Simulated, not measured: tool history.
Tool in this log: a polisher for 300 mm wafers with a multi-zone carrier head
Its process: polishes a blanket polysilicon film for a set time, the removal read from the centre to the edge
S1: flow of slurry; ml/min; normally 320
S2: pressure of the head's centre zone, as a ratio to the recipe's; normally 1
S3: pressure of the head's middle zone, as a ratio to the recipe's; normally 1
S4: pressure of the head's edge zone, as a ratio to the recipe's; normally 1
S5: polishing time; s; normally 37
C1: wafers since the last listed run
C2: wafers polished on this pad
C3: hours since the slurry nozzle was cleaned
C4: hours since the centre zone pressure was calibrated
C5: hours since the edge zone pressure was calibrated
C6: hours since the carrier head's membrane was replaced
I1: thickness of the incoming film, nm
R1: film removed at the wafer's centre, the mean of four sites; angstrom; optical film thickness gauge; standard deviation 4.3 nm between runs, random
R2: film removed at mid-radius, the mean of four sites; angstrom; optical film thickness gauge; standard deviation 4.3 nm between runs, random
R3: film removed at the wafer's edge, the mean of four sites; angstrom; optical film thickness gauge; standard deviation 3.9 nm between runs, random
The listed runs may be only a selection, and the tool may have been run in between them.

Run 1, day 0: usual settings; C1 0; C2 2777; C3 149.4; C4 685.4; C5 876.7; C6 542.9; I1 1255.1. Result: R1 4421 angstrom, R2 4506 angstrom, R3 4464 angstrom.
At day 2.983: worn pad replaced by a new one.
Run 2, day 3.004: usual settings; C1 1041; C2 7; C3 221.5; C4 757.5; C5 948.8; C6 615; I1 1246. Result: R1 4379 angstrom, R2 4394 angstrom, R3 4395 angstrom.
Run 3, day 5.575: usual settings; C1 943; C2 951; C3 283.2; C4 819.2; C5 1010.5; C6 676.7; I1 1247.7. Result: R1 4395 angstrom, R2 4466 angstrom, R3 4345 angstrom.
Run 4, day 7.454: usual settings; C1 689; C2 1641; C3 328.3; C4 864.3; C5 1055.6; C6 721.8; I1 1234. Result: R1 4425 angstrom, R2 4461 angstrom, R3 4340 angstrom.
Run 5, day 9.783: usual settings; C1 855; C2 2496; C3 384.2; C4 920.2; C5 1111.5; C6 777.7; I1 1233.7. Result: R1 4340 angstrom, R2 4447 angstrom, R3 4388 angstrom.
At day 12.671: worn pad replaced by a new one.
Run 6, day 15.267: usual settings but S1 250 ml/min; C1 1951; C2 952; C3 515.8; C4 1051.8; C5 1243.1; C6 909.3; I1 1233.3. Result: R1 4250 angstrom, R2 4329 angstrom, R3 4293 angstrom.
Run 7, day 16.933: usual settings but S1 250 ml/min; C1 611; C2 1564; C3 555.8; C4 1091.8; C5 1283.1; C6 949.3; I1 1259.7. Result: R1 4204 angstrom, R2 4327 angstrom, R3 4283 angstrom.
Run 8, day 17.954: usual settings; C1 374; C2 1939; C3 580.3; C4 1116.3; C5 1307.6; C6 973.8; I1 1239.4. Result: R1 4399 angstrom, R2 4461 angstrom, R3 4471 angstrom.
Run 9, day 19.917: usual settings but S1 370 ml/min; C1 720; C2 2659; C3 627.4; C4 1163.4; C5 1354.7; C6 1020.9; I1 1249.4. Result: R1 4390 angstrom, R2 4441 angstrom, R3 4412 angstrom.
Run 10, day 22.25: usual settings but S1 370 ml/min; C1 856; C2 3516; C3 683.4; C4 1219.4; C5 1410.7; C6 1076.9; I1 1236. Result: R1 4407 angstrom, R2 4416 angstrom, R3 4456 angstrom.
At day 23.017: worn pad replaced by a new one.
Run 11, day 24.212: usual settings; C1 659; C2 438; C3 730.5; C4 1266.5; C5 1457.8; C6 1124; I1 1262.2. Result: R1 4342 angstrom, R2 4392 angstrom, R3 4361 angstrom.
At day 24.425: centre zone pressure recalibrated.
At day 26.754: edge zone pressure recalibrated.
Run 12, day 27.062: usual settings but S2 1.1, S3 0.88, S4 0.92, S5 33 s; C1 985; C2 1424; C3 798.9; C4 63.3; C5 7.4; C6 1192.4; I1 1264.6. Result: R1 4132 angstrom, R2 3532 angstrom, R3 3866 angstrom.
At day 30.529: slurry nozzle cleaned.
At day 32.404: worn pad replaced by a new one.
Run 13, day 35.717: usual settings but S3 1.06; C1 3100; C2 1215; C3 124.5; C4 271; C5 215.1; C6 1400.1; I1 1246.2. Result: R1 4227 angstrom, R2 4407 angstrom, R3 4251 angstrom.
Run 14, day 36.962: usual settings but S4 0.94, S5 33 s; C1 457; C2 1672; C3 154.4; C4 300.9; C5 245; C6 1430; I1 1265.8. Result: R1 3675 angstrom, R2 3830 angstrom, R3 3722 angstrom.
At day 38.404: carrier head's membrane replaced by a new one.
Run 15, day 39.075: usual settings; C1 699; C2 2371; C3 205.1; C4 351.6; C5 295.7; C6 16.1; I1 1239.2. Result: R1 4187 angstrom, R2 4220 angstrom, R3 4328 angstrom.
Run 16, day 40.704: usual settings; C1 598; C2 2970; C3 244.2; C4 390.7; C5 334.8; C6 55.2; I1 1233.9. Result: R1 4132 angstrom, R2 4223 angstrom, R3 4292 angstrom.
Run 17, day 41.971: usual settings but S4 0.92, S5 50 s; C1 465; C2 3435; C3 274.6; C4 421.1; C5 365.2; C6 85.6; I1 1261.7. Result: R1 5466 angstrom, R2 5691 angstrom, R3 5510 angstrom.
At day 42.546: slurry nozzle cleaned, repeated, since the last time left the tool worse.
At day 43.208: worn pad replaced by a new one.
Run 18, day 44.642: usual settings but S1 235 ml/min, S3 1.03; C1 904; C2 526; C3 50.3; C4 485.2; C5 429.3; C6 149.7; I1 1244.9. Result: R1 4217 angstrom, R2 4499 angstrom, R3 4390 angstrom.
Run 19, day 46.133: usual settings but S4 1.08; C1 547; C2 1073; C3 86.1; C4 521; C5 465.1; C6 185.5; I1 1249.3. Result: R1 4362 angstrom, R2 4466 angstrom, R3 4615 angstrom.

Expected results for the next run?
Run 20, day 49.054: usual settings but S1 380 ml/min, S4 0.96, S5 33 s; C1 1072; C2 2145; C3 156.2; C4 591.1; C5 535.2; C6 255.6; I1 1237.4. Result: R1 ?, R2 ?, R3 ?.

Logged for run 20: R1 3968 angstrom, R2 3986 angstrom, R3 3974 angstrom.
If the tool had no hidden condition, the same run with the same run-to-run variation would have returned R1 3993 angstrom, R2 4008 angstrom, R3 3991 angstrom.

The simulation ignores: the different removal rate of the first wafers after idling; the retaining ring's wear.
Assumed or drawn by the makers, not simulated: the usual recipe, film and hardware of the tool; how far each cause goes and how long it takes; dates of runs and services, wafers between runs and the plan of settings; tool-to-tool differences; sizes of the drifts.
